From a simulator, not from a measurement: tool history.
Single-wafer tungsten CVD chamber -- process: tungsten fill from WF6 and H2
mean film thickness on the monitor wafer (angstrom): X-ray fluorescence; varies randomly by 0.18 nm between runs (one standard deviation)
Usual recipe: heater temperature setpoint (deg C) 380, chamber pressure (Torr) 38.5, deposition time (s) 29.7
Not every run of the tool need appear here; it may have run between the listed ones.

run	hour	heater temperature setpoint (deg C)	chamber pressure (Torr)	deposition time (s)	wafers since the last listed run	hours since the last thermocouple change	hours since the last manometer calibration	hours since the showerhead was replaced	hours since the gauge calibration	read-back reference wafer on the same gauge, thickness_nm	mean film thickness on the monitor wafer (angstrom)
1	0.0	380	32.6	29.7	0	270.0	920.8	4056.8	1336.0	75.814	616.85
2	24.3	380	38.5	29.7	499	294.3	945.1	4081.1	1360.3	75.926	674.84
3	88.2	380	38.5	29.7	1312	358.2	1009.0	4145.0	1424.2	75.878	679.19
4	150.6	380	38.5	29.7	1281	420.6	1071.4	4207.4	1486.6	75.916	680.19
5	207.9	384	38.5	29.7	1176	477.9	1128.7	4264.7	1543.9	75.932	726.72
6	248.6	384	38.5	29.7	835	518.6	1169.4	4305.4	1584.6	75.950	726.65
# hour 268.5: gauge calibrated
7	317.7	384	38.5	29.7	1419	587.7	1238.5	4374.5	49.2	75.910	728.45
8	387.1	380	38.5	28.2	1425	657.1	1307.9	4443.9	118.6	75.990	648.12
9	450.9	374	38.5	29.7	1310	720.9	1371.7	4507.7	182.4	76.006	613.23
10	512.7	374	38.5	29.7	1269	782.7	1433.5	4569.5	244.2	75.937	609.37
11	543.2	374	38.5	29.7	626	813.2	1464.0	4600.0	274.7	75.899	612.15
12	575.5	380	38.5	25.8	663	845.5	1496.3	4632.3	307.0	75.960	589.26
13	635.9	380	38.5	29.7	1240	905.9	1556.7	4692.7	367.4	75.975	680.05
14	672.5	380	38.5	29.7	751	942.5	1593.3	4729.3	404.0	75.896	683.34
# hour 718.2: showerhead replaced
15	743.3	393	29.4	28.2	1289	1013.3	1664.1	25.1	474.8	75.896	690.78
# hour 762.2: thermocouple changed; heater temperature recalibrated
16	815.2	380	38.5	29.7	1312	53.0	1736.0	97.0	546.7	75.823	682.22
17	886.8	370	41.3	33.5	1470	124.6	1807.6	168.6	618.3	75.931	667.83
18	928.0	380	38.5	29.7	846	165.8	1848.8	209.8	659.5	75.859	679.13
# hour 983.5: capacitance manometer re-zeroed and calibrated
19	994.1	388	38.5	29.7	1193	231.9	10.6	275.9	725.6	75.964	735.77
20	1073.2	386	47.3	33.6	1624	311.0	89.7	355.0	804.7	75.952	906.02
21	1117.0	380	38.5	29.7	899	354.8	133.5	398.8	848.5	75.811	642.24
22	1157.6	380	38.5	29.7	833	395.4	174.1	439.4	889.1	75.883	643.37
23	1228.5	367	42.7	24.4	1456	466.3	245.0	510.3	960.0	75.770	441.01
24	1287.4	374	38.5	26.7	1209	525.2	303.9	569.2	1018.9	75.799	516.61
25	1318.6	393	38.5	29.7	640	556.4	335.1	600.4	1050.1	75.948	809.38
26	1345.9	380	38.5	29.7	560	583.7	362.4	627.7	1077.4	75.830	645.23
27	1391.6	368	31.6	35.3	938	629.4	408.1	673.4	1123.1	75.866	549.58
# hour 1407.9: capacitance manometer re-zeroed and calibrated, repeated, since the last time left the tool worse
28	1432.7	387	30.3	35.3	679	670.5	24.8	714.5	1164.2	75.907	776.74
29	1462.5	368	42.8	35.4	612	700.3	54.6	744.3	1194.0	75.973	678.90
30	1501.6	380	38.5	29.7	802	739.4	93.7	783.4	1233.1	75.925	669.38
31	1526.4	384	38.5	29.7	509	764.2	118.5	808.2	1257.9	75.973	717.69
32	1585.2	365	32.7	33.9	1207	823.0	177.3	867.0	1316.7	75.883	528.97
33	1617.8	393	29.4	35.1	669	855.6	209.9	899.6	1349.3	75.950	844.54
34	1681.8	380	42.4	23.9	1314	919.6	273.9	963.6	1413.3	75.851	568.09
35	1707.6	380	34.6	29.7	529	945.4	299.7	989.4	1439.1	75.936	632.53

Each run again, without the hidden state but with its own random variation kept:
Unlogged tool condition in this case: wafer temperature above the value expected at the setpoint (K); true pressure above the setpoint (%); gauge reads high (%).
run	mean film thickness on the monitor wafer (angstrom)
1	605.47
2	662.42
3	666.38
4	667.08
5	712.47
6	712.25
7	713.77
8	634.85
9	600.53
10	596.61
11	599.27
12	576.80
13	665.55
14	668.70
15	675.44
16	667.37
17	653.33
18	664.20
19	766.52
20	940.25
21	666.20
22	666.55
23	455.80
24	533.37
25	835.03
26	665.28
27	566.50
28	776.23
29	677.81
30	667.45
31	715.08
32	526.15
33	839.25
34	563.84
35	627.28
